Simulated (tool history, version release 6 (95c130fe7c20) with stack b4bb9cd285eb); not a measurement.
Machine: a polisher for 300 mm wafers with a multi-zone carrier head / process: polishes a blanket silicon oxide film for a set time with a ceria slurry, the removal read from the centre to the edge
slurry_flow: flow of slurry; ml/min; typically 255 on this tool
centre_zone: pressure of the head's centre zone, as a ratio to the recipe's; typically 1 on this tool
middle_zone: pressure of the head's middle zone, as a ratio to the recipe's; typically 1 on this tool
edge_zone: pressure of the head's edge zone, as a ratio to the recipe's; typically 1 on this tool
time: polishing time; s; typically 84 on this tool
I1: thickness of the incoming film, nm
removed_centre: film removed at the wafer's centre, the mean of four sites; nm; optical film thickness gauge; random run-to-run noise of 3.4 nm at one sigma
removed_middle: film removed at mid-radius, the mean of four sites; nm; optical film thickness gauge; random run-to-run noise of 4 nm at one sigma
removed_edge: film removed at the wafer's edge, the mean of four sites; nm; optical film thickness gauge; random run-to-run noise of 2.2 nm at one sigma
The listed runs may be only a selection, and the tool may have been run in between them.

run 1 day=0 | slurry_flow=255 centre_zone=1 middle_zone=1 edge_zone=1 time=84 | I1=1215.7 | removed_centre=313.5 removed_middle=318 removed_edge=310.9
-- day=1.125 worn pad replaced by a new one
run 2 day=1.267 | slurry_flow=255 centre_zone=1 middle_zone=1 edge_zone=1 time=84 | I1=1218.2 | removed_centre=309.9 removed_middle=321.4 removed_edge=309.2
run 3 day=4.042 | slurry_flow=255 centre_zone=1 middle_zone=1 edge_zone=1 time=84 | I1=1204.8 | removed_centre=318.1 removed_middle=321.7 removed_edge=312.3
run 4 day=5.062 | slurry_flow=255 centre_zone=1 middle_zone=1.06 edge_zone=1 time=103 | I1=1186.2 | removed_centre=384.9 removed_middle=396.6 removed_edge=381.8
-- day=6.55 centre zone pressure recalibrated
run 5 day=7.196 | slurry_flow=255 centre_zone=1 middle_zone=1.06 edge_zone=1 time=103 | I1=1213.8 | removed_centre=385.8 removed_middle=413.5 removed_edge=380.5
-- day=9.379 worn pad replaced by a new one
run 6 day=9.533 | slurry_flow=255 centre_zone=1.03 middle_zone=1 edge_zone=1 time=97 | I1=1196.4 | removed_centre=364 removed_middle=370 removed_edge=365.7
run 7 day=11.067 | slurry_flow=255 centre_zone=1 middle_zone=1 edge_zone=0.95 time=84 | I1=1192.2 | removed_centre=304.1 removed_middle=316.7 removed_edge=305.1
-- day=12.738 slurry nozzle cleaned
run 8 day=12.992 | slurry_flow=255 centre_zone=1 middle_zone=1 edge_zone=1 time=84 | I1=1217.8 | removed_centre=311.5 removed_middle=324.8 removed_edge=309.4
run 9 day=15.388 | slurry_flow=255 centre_zone=1 middle_zone=1 edge_zone=1 time=84 | I1=1211.6 | removed_centre=306.2 removed_middle=325.5 removed_edge=308.2
-- day=16.25 worn pad replaced by a new one
run 10 day=17.754 | slurry_flow=255 centre_zone=1 middle_zone=1 edge_zone=1 time=84 | I1=1199.5 | removed_centre=314 removed_middle=323.6 removed_edge=311.1
run 11 day=20.204 | slurry_flow=305 centre_zone=1 middle_zone=0.89 edge_zone=0.97 time=84 | I1=1202.1 | removed_centre=315.7 removed_middle=307.7 removed_edge=308.7
run 12 day=21.75 | slurry_flow=335 centre_zone=0.95 middle_zone=1 edge_zone=1.03 time=84 | I1=1206.1 | removed_centre=310.8 removed_middle=325.7 removed_edge=325.4
run 13 day=22.792 | slurry_flow=220 centre_zone=1 middle_zone=1.12 edge_zone=1 time=84 | I1=1206.7 | removed_centre=302 removed_middle=340 removed_edge=310.3
-- day=23.458 carrier head's membrane replaced by a new one
-- day=23.625 worn pad replaced by a new one
run 14 day=25.604 | slurry_flow=255 centre_zone=1 middle_zone=1 edge_zone=1 time=84 | I1=1216.7 | removed_centre=308.9 removed_middle=315.8 removed_edge=315.9
-- day=26.183 edge zone pressure recalibrated
run 15 day=27.442 | slurry_flow=255 centre_zone=1 middle_zone=1 edge_zone=1 time=84 | I1=1176.5 | removed_centre=305.6 removed_middle=319.1 removed_edge=313.8
-- day=29.071 centre zone pressure recalibrated
run 16 day=29.683 | slurry_flow=255 centre_zone=1 middle_zone=1.08 edge_zone=1.03 time=56 | I1=1205.5 | removed_centre=206.7 removed_middle=220.3 removed_edge=210.2
-- day=30.717 worn pad replaced by a new one
run 17 day=32.496 | slurry_flow=255 centre_zone=1 middle_zone=1 edge_zone=1 time=104 | I1=1189 | removed_centre=387.9 removed_middle=394 removed_edge=384.8
run 18 day=34.625 | slurry_flow=255 centre_zone=1 middle_zone=0.96 edge_zone=0.9 time=84 | I1=1207 | removed_centre=311.6 removed_middle=306.6 removed_edge=297.4
run 19 day=36.638 | slurry_flow=255 centre_zone=1 middle_zone=1 edge_zone=1 time=101 | I1=1193.2 | removed_centre=377.4 removed_middle=380.5 removed_edge=376.7

Predict each of these 4 candidate next runs independently; none follows another, all start after run 19:
run A day=36.658 | slurry_flow=255 centre_zone=0.93 middle_zone=1 edge_zone=1 time=84 | I1=1199.9 | removed_centre=? removed_middle=? removed_edge=?
run B day=36.658 | slurry_flow=255 centre_zone=1 middle_zone=1 edge_zone=1 time=69 | I1=1199.9 | removed_centre=? removed_middle=? removed_edge=?
run C day=36.658 | slurry_flow=330 centre_zone=1 middle_zone=1.09 edge_zone=1 time=84 | I1=1199.9 | removed_centre=? removed_middle=? removed_edge=?
run D day=36.658 | slurry_flow=230 centre_zone=1.07 middle_zone=1.08 edge_zone=0.93 time=84 | I1=1199.9 | removed_centre=? removed_middle=? removed_edge=?

run=A removed_centre=300.3 removed_middle=323.8 removed_edge=310.3
run=B removed_centre=258.9 removed_middle=265.9 removed_edge=254.9
run=C removed_centre=325.2 removed_middle=352 removed_edge=316.7
run=D removed_centre=325.2 removed_middle=335.5 removed_edge=296.5
Had the tool no hidden state, the same runs would have come out as:
run=A removed_centre=300.3 removed_middle=323.8 removed_edge=310.3
run=B removed_centre=258.9 removed_middle=265.9 removed_edge=254.9
run=C removed_centre=325.2 removed_middle=352 removed_edge=316.7
run=D removed_centre=325.2 removed_middle=335.5 removed_edge=296.5

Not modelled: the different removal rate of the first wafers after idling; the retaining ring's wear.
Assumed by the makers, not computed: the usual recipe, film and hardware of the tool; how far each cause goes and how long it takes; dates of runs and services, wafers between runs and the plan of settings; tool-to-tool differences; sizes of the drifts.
